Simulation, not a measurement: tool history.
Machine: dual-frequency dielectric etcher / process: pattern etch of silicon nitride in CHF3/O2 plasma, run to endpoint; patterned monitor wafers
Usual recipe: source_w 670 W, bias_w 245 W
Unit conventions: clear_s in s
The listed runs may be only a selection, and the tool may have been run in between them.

run    hour  source_w  bias_w  incoming incoming film thickness, nm  clear_s
  1       0       670     245                                  99.1     56.4
  2    51.4       670     245                                    99     57.1
  3   152.5       780     245                                  99.3     54.3
  4     236       780     245                                   100     54.7
  5     329       780     245                                  98.9     54.2
      414.8  -- wet clean of the chamber
  6   415.6       670     245                                  98.4     58.5
      444.5  -- upper electrode replaced
  7   472.2       670     245                                  99.2     59.7
  8   516.5       670     245                                  98.7       59
  9   601.5       520     290                                  99.3     61.3
      688.3  -- wet clean of the chamber, repeated, since the last time left the tool worse
 10   692.1       570     201                                  99.3     65.8
 11   752.3       600     274                                    99     55.8
      764.4  -- source power generator calibrated
 12   829.4       570     201                                  99.6     65.8
 13   934.2       620     245                                  99.8     60.6
     1002.7  -- bias power generator calibrated
 14  1028.4       790     290                                  98.9     50.2
 15  1124.2       770     218                                  98.9     57.2
 16  1203.4       670     245                                  99.7     58.7
     1251.2  -- wet clean of the chamber
 17  1289.5       770     274                                  98.8     50.6

5 ways to go on from here, each from the tool as it stands after run 17. What would each give?
  A  1289.9       530     245                                 100.5        ?
  B  1289.9       720     245                                 100.5        ?
  C  1289.9       830     245                                 100.5        ?
  D  1289.9       670     274                                 100.5        ?
  E  1289.9       580     245                                 100.5        ?

run  clear_s
  A     63.4
  B       56
  C     52.9
  D     54.8
  E     61.1
Without the tool's unlogged condition, the same runs would have read:
run  clear_s
  A     63.2
  B     55.8
  C     52.7
  D     54.6
  E     60.9
